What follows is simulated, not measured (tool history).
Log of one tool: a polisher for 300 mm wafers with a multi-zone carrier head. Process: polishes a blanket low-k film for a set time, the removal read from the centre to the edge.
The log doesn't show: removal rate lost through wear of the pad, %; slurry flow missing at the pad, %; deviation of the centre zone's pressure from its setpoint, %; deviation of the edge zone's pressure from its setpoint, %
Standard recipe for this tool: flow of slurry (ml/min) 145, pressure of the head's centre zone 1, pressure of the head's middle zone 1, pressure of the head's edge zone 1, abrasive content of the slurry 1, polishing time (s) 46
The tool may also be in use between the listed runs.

| run | hour | flow of slurry (ml/min) | pressure of the head's centre zone | pressure of the head's middle zone | pressure of the head's edge zone | abrasive content of the slurry | polishing time (s) | wafers since the last listed run | wafers polished on this pad | hours since the slurry nozzle was cleaned | hours since the centre zone pressure was calibrated | hours since the edge zone pressure was calibrated | hours since the carrier head's membrane was replaced | incoming thickness of the incoming film, nm | film removed at the wafer's centre (angstrom) | film removed at mid-radius (angstrom) | film removed at the wafer's edge (angstrom) |
|---|---|---|---|---|---|---|---|---|---|---|---|---|---|---|---|---|---|
| 1 | 0 | 145 | 1 | 1 | 1 | 1 | 46 | 0 | 457 | 394.3 | 952.3 | 583.5 | 1077.7 | 680.3 | 239 | 271 | 279 |
|  | 9 | slurry nozzle cleaned |
| 2 | 12.6 | 145 | 1 | 1 | 1 | 1 | 46 | 95 | 553 | 3.6 | 964.9 | 596.1 | 1090.3 | 699.2 | 240 | 274 | 281 |
| 3 | 22 | 145 | 1 | 1 | 0.9 | 1 | 46 | 77 | 631 | 13 | 974.3 | 605.5 | 1099.7 | 693.3 | 237 | 266 | 263 |
|  | 24.7 | centre zone pressure recalibrated |
| 4 | 39.2 | 145 | 1 | 1 | 1 | 1 | 46 | 125 | 757 | 30.2 | 14.5 | 622.7 | 1116.9 | 685 | 259 | 263 | 269 |
| 5 | 47.3 | 145 | 1 | 1 | 1 | 1 | 36 | 66 | 823 | 38.3 | 22.6 | 630.8 | 1125 | 688.8 | 201 | 211 | 212 |
| 6 | 57.1 | 145 | 1.05 | 1 | 1 | 0.8 | 46 | 80 | 904 | 48.1 | 32.4 | 640.6 | 1134.8 | 701 | 242 | 237 | 245 |
|  | 66.2 | worn pad replaced by a new one |
| 7 | 74.7 | 145 | 1 | 1 | 1 | 1 | 46 | 112 | 70 | 65.7 | 50 | 658.2 | 1152.4 | 693.1 | 274 | 276 | 290 |
| 8 | 82.1 | 145 | 1 | 0.94 | 1 | 1 | 46 | 61 | 131 | 73.1 | 57.4 | 665.6 | 1159.8 | 689.9 | 268 | 269 | 288 |
|  | 94.1 | edge zone pressure recalibrated |
| 9 | 97.2 | 95 | 1 | 1 | 1 | 1 | 46 | 108 | 239 | 88.2 | 72.5 | 3.1 | 1174.9 | 682.8 | 236 | 247 | 260 |
|  | 114.7 | carrier head's membrane replaced by a new one |
| 10 | 115.2 | 145 | 1.06 | 0.92 | 1 | 0.75 | 46 | 107 | 347 | 106.2 | 90.5 | 21.1 | 0.5 | 677.6 | 241 | 227 | 248 |
| 11 | 126.4 | 145 | 1 | 1 | 1 | 1 | 46 | 92 | 439 | 117.4 | 101.7 | 32.3 | 11.7 | 698.2 | 260 | 276 | 283 |
| 12 | 142.6 | 145 | 1 | 1 | 0.89 | 1.3 | 46 | 133 | 573 | 133.6 | 117.9 | 48.5 | 27.9 | 692.9 | 286 | 297 | 293 |
| 13 | 158.7 | 145 | 0.94 | 1 | 1 | 1 | 57 | 132 | 706 | 149.7 | 134 | 64.6 | 44 | 690.5 | 291 | 331 | 339 |
|  | 178 | worn pad replaced by a new one |
| 14 | 178.5 | 145 | 1.09 | 1 | 1 | 1 | 46 | 130 | 4 | 169.5 | 153.8 | 84.4 | 63.8 | 689.5 | 291 | 282 | 290 |
| 15 | 185 | 120 | 0.95 | 1 | 1 | 1.2 | 46 | 53 | 57 | 176 | 160.3 | 90.9 | 70.3 | 679.9 | 258 | 291 | 305 |
| 16 | 194.6 | 145 | 1 | 0.9 | 1 | 1.15 | 46 | 79 | 137 | 185.6 | 169.9 | 100.5 | 79.9 | 680.1 | 279 | 271 | 311 |
| 17 | 208 | 175 | 1 | 1 | 1 | 1.1 | 46 | 110 | 247 | 199 | 183.3 | 113.9 | 93.3 | 687.9 | 285 | 304 | 307 |
| 18 | 219.9 | 165 | 1 | 0.97 | 1 | 1 | 46 | 98 | 346 | 210.9 | 195.2 | 125.8 | 105.2 | 693.5 | 261 | 276 | 290 |
| 19 | 226.6 | 145 | 1 | 1 | 1 | 1 | 46 | 55 | 401 | 217.6 | 201.9 | 132.5 | 111.9 | 693.8 | 254 | 275 | 283 |
| 20 | 233.3 | 145 | 1 | 1 | 1.12 | 1 | 59 | 55 | 456 | 224.3 | 208.6 | 139.2 | 118.6 | 681.2 | 329 | 355 | 392 |
| 21 | 250.6 | 95 | 1.03 | 1.1 | 1 | 1 | 46 | 142 | 599 | 241.6 | 225.9 | 156.5 | 135.9 | 684.4 | 226 | 262 | 258 |

Selected run-to-run steps in film removed at the wafer's centre (angstrom), each split into two signed amounts: the part the tool would show with no hidden state at all (from settings, incoming material and random variation), and the remainder, which goes to the hidden state together with any gauge scatter not common to the measured and the hidden-state-free results:
Run 3 -> 4: pressure of the head's edge zone 0.9 -> 1, centre zone pressure recalibrated. film removed at the wafer's centre (angstrom) +22: hidden state +24, all else -2.
Run 13 -> 14: pressure of the head's centre zone 0.94 -> 1.09, polishing time (s) 57 -> 46, worn pad replaced by a new one. film removed at the wafer's centre (angstrom) +0: hidden state +20, all else -20.
Run 19 -> 20: pressure of the head's edge zone 1 -> 1.12, polishing time (s) 46 -> 59. film removed at the wafer's centre (angstrom) +75: hidden state -10, all else +85.
Run 20 -> 21: flow of slurry (ml/min) 145 -> 95, pressure of the head's centre zone 1 -> 1.03, pressure of the head's middle zone 1 -> 1.1, pressure of the head's edge zone 1.12 -> 1, polishing time (s) 59 -> 46. film removed at the wafer's centre (angstrom) -103: hidden state +8, all else -111.

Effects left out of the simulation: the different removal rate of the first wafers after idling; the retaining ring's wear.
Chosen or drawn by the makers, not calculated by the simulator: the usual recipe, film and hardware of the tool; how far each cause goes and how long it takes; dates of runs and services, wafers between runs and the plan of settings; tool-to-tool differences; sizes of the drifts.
